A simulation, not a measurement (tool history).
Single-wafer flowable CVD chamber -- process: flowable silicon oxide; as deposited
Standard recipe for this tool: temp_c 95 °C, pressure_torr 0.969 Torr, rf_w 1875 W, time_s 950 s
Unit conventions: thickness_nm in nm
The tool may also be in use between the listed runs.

| run | hour | temp_c | pressure_torr | rf_w | time_s | wafers since the last listed run | hours since the last thermocouple change | hours since the last RF generator calibration | hours since the last manometer calibration | hours since the showerhead was replaced | hours since the gauge calibration | read-back reference wafer on the same gauge, thickness_nm | thickness_nm |
|---|---|---|---|---|---|---|---|---|---|---|---|---|---|
| 1 | 0.0 | 95 | 0.969 | 1875 | 950 | 0 | 1735.9 | 842.2 | 1440.2 | 2399.1 | 249.2 | 934.362 | 719.374 |
| 2 | 26.2 | 95 | 0.969 | 1875 | 950 | 47 | 1762.1 | 868.4 | 1466.4 | 2425.3 | 275.4 | 931.222 | 714.517 |
| 3 | 53.8 | 100 | 0.969 | 1875 | 950 | 49 | 1789.7 | 896.0 | 1494.0 | 2452.9 | 303.0 | 933.364 | 589.000 |
| 4 | 72.7 | 100 | 0.969 | 1875 | 950 | 34 | 1808.6 | 914.9 | 1512.9 | 2471.8 | 321.9 | 932.757 | 588.673 |
| 5 | 94.0 | 95 | 0.969 | 1875 | 950 | 38 | 1829.9 | 936.2 | 1534.2 | 2493.1 | 343.2 | 932.359 | 716.681 |
| 6 | 119.2 | 95 | 0.969 | 1875 | 950 | 45 | 1855.1 | 961.4 | 1559.4 | 2518.3 | 368.4 | 933.147 | 708.501 |
| 7 | 154.9 | 95 | 0.969 | 1875 | 950 | 64 | 1890.8 | 997.1 | 1595.1 | 2554.0 | 404.1 | 932.976 | 715.298 |
| 8 | 170.4 | 95 | 0.969 | 1875 | 950 | 27 | 1906.3 | 1012.6 | 1610.6 | 2569.5 | 419.6 | 933.282 | 712.839 |
|  | 196.0 | thermocouple changed; heater temperature recalibrated |
|  | 197.2 | capacitance manometer re-zeroed and calibrated |
| 9 | 197.7 | 95 | 0.969 | 1875 | 950 | 32 | 1.7 | 1039.9 | 0.5 | 2596.8 | 446.9 | 931.486 | 818.535 |
| 10 | 214.0 | 95 | 0.969 | 1875 | 950 | 29 | 18.0 | 1056.2 | 16.8 | 2613.1 | 463.2 | 933.526 | 821.286 |
| 11 | 236.5 | 95 | 0.969 | 1875 | 864 | 40 | 40.5 | 1078.7 | 39.3 | 2635.6 | 485.7 | 933.851 | 744.011 |
|  | 335.3 | RF generator calibrated |
| 12 | 335.8 | 95 | 0.969 | 1875 | 950 | 164 | 139.8 | 0.5 | 138.6 | 2734.9 | 585.0 | 932.666 | 808.583 |
| 13 | 353.6 | 95 | 0.969 | 1875 | 950 | 32 | 157.6 | 18.3 | 156.4 | 2752.7 | 602.8 | 931.165 | 815.106 |
| 14 | 366.2 | 107 | 0.739 | 1875 | 950 | 22 | 170.2 | 30.9 | 169.0 | 2765.3 | 615.4 | 933.299 | 394.284 |
| 15 | 383.5 | 95 | 0.969 | 1875 | 837 | 31 | 187.5 | 48.2 | 186.3 | 2782.6 | 632.7 | 933.452 | 713.528 |
| 16 | 418.0 | 95 | 0.969 | 1875 | 950 | 62 | 222.0 | 82.7 | 220.8 | 2817.1 | 667.2 | 933.294 | 807.494 |
| 17 | 441.3 | 95 | 0.969 | 1875 | 950 | 42 | 245.3 | 106.0 | 244.1 | 2840.4 | 690.5 | 934.624 | 809.689 |
|  | 455.1 | gauge calibrated |
|  | 534.5 | showerhead replaced |
| 18 | 547.6 | 95 | 0.969 | 1875 | 950 | 177 | 351.6 | 212.3 | 350.4 | 13.1 | 92.5 | 933.620 | 796.672 |
| 19 | 564.6 | 95 | 0.969 | 1875 | 1044 | 30 | 368.6 | 229.3 | 367.4 | 30.1 | 109.5 | 932.824 | 869.109 |
| 20 | 594.3 | 95 | 0.969 | 1875 | 950 | 53 | 398.3 | 259.0 | 397.1 | 59.8 | 139.2 | 934.503 | 795.441 |
| 21 | 698.7 | 95 | 0.969 | 1875 | 950 | 188 | 502.7 | 363.4 | 501.5 | 164.2 | 243.6 | 930.732 | 786.671 |

Run 22, settings as shown, results not yet in. Your forecast:
| 22 | 713.5 | 83 | 0.750 | 2015 | 950 | 26 | 517.5 | 378.2 | 516.3 | 179.0 | 258.4 | ? | ? |

read-back reference wafer on the same gauge, thickness_nm: 931.260
thickness_nm: 949.168 nm
Take away the tool's hidden state, keep the run-to-run variation as it was, and the same run would have given thickness_nm 972.871 nm.
